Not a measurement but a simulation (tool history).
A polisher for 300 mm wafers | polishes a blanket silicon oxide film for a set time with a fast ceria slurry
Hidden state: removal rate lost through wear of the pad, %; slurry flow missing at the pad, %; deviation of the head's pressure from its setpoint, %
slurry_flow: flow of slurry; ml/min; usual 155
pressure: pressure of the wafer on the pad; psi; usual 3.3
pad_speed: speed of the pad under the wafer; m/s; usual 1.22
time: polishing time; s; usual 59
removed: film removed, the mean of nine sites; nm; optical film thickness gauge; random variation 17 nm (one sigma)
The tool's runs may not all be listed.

| run | hour | slurry_flow | pressure | pad_speed | time | wafers since the last listed run | wafers polished on this pad | hours since the slurry nozzle was cleaned | hours since the head pressure was calibrated | incoming thickness of the incoming film, nm | removed |
|---|---|---|---|---|---|---|---|---|---|---|---|
| 1 | 0 | 155 | 3.3 | 1.22 | 59 | 0 | 2291 | 7.9 | 158.1 | 3730.6 | 1153.4 |
| 2 | 28.3 | 155 | 3.3 | 1.22 | 59 | 397 | 2688 | 36.2 | 186.4 | 3729.8 | 1173.2 |
|  | 66.3 | worn pad replaced by a new one |
| 3 | 80 | 155 | 3.3 | 1.22 | 59 | 670 | 192 | 87.9 | 238.1 | 3681.6 | 1153.4 |
| 4 | 246.4 | 155 | 3.3 | 1.22 | 59 | 2337 | 2529 | 254.3 | 404.5 | 3730.9 | 1117.2 |
|  | 295.5 | worn pad replaced by a new one |
| 5 | 308.9 | 155 | 3.3 | 1.02 | 59 | 821 | 188 | 316.8 | 467 | 3693.8 | 934.9 |
| 6 | 340.2 | 155 | 3.3 | 1.02 | 59 | 439 | 627 | 348.1 | 498.3 | 3701.5 | 943.4 |
| 7 | 383 | 155 | 3.3 | 1.02 | 59 | 601 | 1229 | 390.9 | 541.1 | 3759.5 | 895.3 |
|  | 414 | slurry nozzle cleaned |
| 8 | 450.9 | 155 | 3.3 | 1.22 | 59 | 939 | 2169 | 36.9 | 609 | 3774.4 | 1109.3 |
|  | 480.4 | worn pad replaced by a new one |
| 9 | 504.7 | 155 | 3.3 | 1.22 | 59 | 699 | 340 | 90.7 | 662.8 | 3767.6 | 1086.1 |
| 10 | 654.8 | 210 | 3.3 | 1.22 | 59 | 2108 | 2449 | 240.8 | 812.9 | 3760.3 | 1115 |
|  | 689.9 | worn pad replaced by a new one |
| 11 | 693.2 | 155 | 2.2 | 1.22 | 75 | 483 | 46 | 279.2 | 851.3 | 3741.5 | 982.5 |
|  | 699.4 | head pressure recalibrated |
| 12 | 746.7 | 155 | 2.4 | 1.46 | 70 | 723 | 769 | 332.7 | 47.3 | 3733.2 | 1247.2 |
| 13 | 779.9 | 205 | 4.2 | 0.92 | 44 | 466 | 1236 | 365.9 | 80.5 | 3708.7 | 829.7 |
| 14 | 822.9 | 155 | 3.3 | 1.5 | 70 | 604 | 1840 | 408.9 | 123.5 | 3754.7 | 1493.4 |
| 15 | 862.1 | 185 | 3.3 | 1.22 | 59 | 550 | 2391 | 448.1 | 162.7 | 3771.4 | 1094.7 |
|  | 885.1 | slurry nozzle cleaned |
|  | 921.7 | worn pad replaced by a new one |
| 16 | 924.1 | 155 | 3.3 | 1.5 | 70 | 800 | 34 | 39 | 224.7 | 3771.3 | 1610.6 |
| 17 | 949 | 155 | 2.3 | 1.34 | 59 | 349 | 384 | 63.9 | 249.6 | 3786.4 | 951.9 |
| 18 | 1006.4 | 155 | 3.3 | 1.5 | 70 | 806 | 1190 | 121.3 | 307 | 3712.3 | 1624.7 |
| 19 | 1047.1 | 155 | 3.3 | 0.92 | 47 | 571 | 1762 | 162 | 347.7 | 3755.5 | 724.5 |

Forecast each of these 3 alternatives for the next run:
| A | 1047.5 | 155 | 3.3 | 1.22 | 59 | 5 | 1768 | 162.4 | 348.1 | 3773 | ? |
| B | 1047.5 | 155 | 3.3 | 1.08 | 59 | 5 | 1768 | 162.4 | 348.1 | 3773 | ? |
| C | 1047.5 | 155 | 3.3 | 0.98 | 59 | 5 | 1768 | 162.4 | 348.1 | 3773 | ? |

| run | removed |
|---|---|
| A | 1110.5 |
| B | 1007.4 |
| C | 933.8 |
Without the tool's hidden state the same runs would have given:
| run | removed |
|---|---|
| A | 1153.4 |
| B | 1046.3 |
| C | 969.8 |
